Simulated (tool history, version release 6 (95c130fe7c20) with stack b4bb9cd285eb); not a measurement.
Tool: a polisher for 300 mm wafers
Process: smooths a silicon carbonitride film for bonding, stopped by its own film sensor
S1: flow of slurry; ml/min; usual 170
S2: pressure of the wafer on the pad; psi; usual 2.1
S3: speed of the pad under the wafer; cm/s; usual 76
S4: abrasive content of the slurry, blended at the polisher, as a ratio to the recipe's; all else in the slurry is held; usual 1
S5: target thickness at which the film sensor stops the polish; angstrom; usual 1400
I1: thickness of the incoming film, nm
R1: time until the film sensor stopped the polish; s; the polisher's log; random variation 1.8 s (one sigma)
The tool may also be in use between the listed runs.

run 1 hour=0 | S1=170 S2=2.1 S3=76 S4=1 S5=1400 | I1=169.5 | R1=112.2
run 2 hour=15.9 | S1=170 S2=2.1 S3=76 S4=1 S5=1400 | I1=169.2 | R1=110.2
run 3 hour=42.8 | S1=170 S2=2.1 S3=76 S4=1 S5=1400 | I1=168.5 | R1=105.9
run 4 hour=62.6 | S1=170 S2=2.1 S3=76 S4=1 S5=1400 | I1=170.5 | R1=115.7
run 5 hour=92 | S1=170 S2=2.1 S3=76 S4=0.75 S5=1400 | I1=168.9 | R1=121.2
-- hour=120.2 worn pad replaced by a new one
run 6 hour=121.1 | S1=170 S2=2.1 S3=76 S4=0.75 S5=1400 | I1=167.6 | R1=116.9
run 7 hour=139.8 | S1=170 S2=2.1 S3=76 S4=0.75 S5=1400 | I1=168.3 | R1=122.8
run 8 hour=164.2 | S1=170 S2=2.1 S3=76 S4=1 S5=1400 | I1=168.5 | R1=107.3
run 9 hour=188.1 | S1=170 S2=2.1 S3=76 S4=1 S5=1400 | I1=170.7 | R1=118.6
-- hour=197.9 slurry nozzle cleaned
run 10 hour=202.8 | S1=170 S2=2.1 S3=76 S4=1 S5=1400 | I1=167.2 | R1=100.5
run 11 hour=215.4 | S1=170 S2=2.1 S3=76 S4=1 S5=1400 | I1=168.3 | R1=109.1
-- hour=232.2 head pressure recalibrated
run 12 hour=240.6 | S1=170 S2=2.1 S3=76 S4=1 S5=1400 | I1=167.7 | R1=102.7
run 13 hour=258.6 | S1=170 S2=2.1 S3=76 S4=1 S5=1400 | I1=169.6 | R1=113
run 14 hour=292 | S1=170 S2=2.1 S3=76 S4=1.3 S5=1400 | I1=170 | R1=104
run 15 hour=306.2 | S1=170 S2=2.1 S3=76 S4=0.85 S5=1400 | I1=169.8 | R1=121.5
run 16 hour=318.5 | S1=170 S2=2.1 S3=76 S4=1 S5=1400 | I1=169.5 | R1=112
-- hour=327.1 worn pad replaced by a new one
run 17 hour=336.2 | S1=205 S2=2.1 S3=76 S4=1 S5=1400 | I1=168.5 | R1=104.5
run 18 hour=354.4 | S1=195 S2=2.1 S3=76 S4=1 S5=1400 | I1=169.2 | R1=110.6
run 19 hour=372.2 | S1=195 S2=2.1 S3=76 S4=1 S5=1400 | I1=170.1 | R1=109.9
run 20 hour=394.8 | S1=170 S2=2.1 S3=100 S4=1 S5=1400 | I1=168.5 | R1=90.3
run 21 hour=413.5 | S1=210 S2=2.1 S3=76 S4=1 S5=1400 | I1=168 | R1=104.6
run 22 hour=441.9 | S1=145 S2=1.7 S3=58 S4=1 S5=1400 | I1=168.6 | R1=156.2
-- hour=446.9 slurry blender recalibrated
run 23 hour=454.1 | S1=170 S2=2.1 S3=76 S4=1 S5=1400 | I1=173 | R1=123.6
-- hour=531.6 worn pad replaced by a new one
run 24 hour=552.1 | S1=170 S2=2.6 S3=84 S4=1 S5=1400 | I1=172.6 | R1=99.6
run 25 hour=582.7 | S1=170 S2=1.7 S3=68 S4=0.8 S5=1360 | I1=166.5 | R1=164.5
run 26 hour=610.3 | S1=140 S2=1.7 S3=76 S4=1 S5=1310 | I1=170.3 | R1=184.6
run 27 hour=643 | S1=210 S2=2.1 S3=76 S4=1 S5=1400 | I1=169.7 | R1=112.2
run 28 hour=658.9 | S1=120 S2=2.1 S3=54 S4=1 S5=1400 | I1=169 | R1=143.6
run 29 hour=681.4 | S1=170 S2=2.1 S3=60 S4=1 S5=1400 | I1=173.9 | R1=150

Forecast each of these 5 alternatives for the next run:
run A hour=681.9 | S1=220 S2=2.1 S3=76 S4=1 S5=1400 | I1=168.9 | R1=?
run B hour=681.9 | S1=210 S2=2.1 S3=76 S4=0.85 S5=1400 | I1=168.9 | R1=?
run C hour=681.9 | S1=170 S2=2.1 S3=64 S4=1 S5=1400 | I1=168.9 | R1=?
run D hour=681.9 | S1=220 S2=2.1 S3=90 S4=1 S5=1370 | I1=168.9 | R1=?
run E hour=681.9 | S1=170 S2=2.1 S3=76 S4=0.9 S5=1450 | I1=168.9 | R1=?

run=A R1=105.2
run=B R1=113.3
run=C R1=121.2
run=D R1=104.4
run=E R1=94.3
Without the tool's hidden state the same runs would have given:
run=A R1=105.2
run=B R1=113.3
run=C R1=121.2
run=D R1=104.4
run=E R1=94.3

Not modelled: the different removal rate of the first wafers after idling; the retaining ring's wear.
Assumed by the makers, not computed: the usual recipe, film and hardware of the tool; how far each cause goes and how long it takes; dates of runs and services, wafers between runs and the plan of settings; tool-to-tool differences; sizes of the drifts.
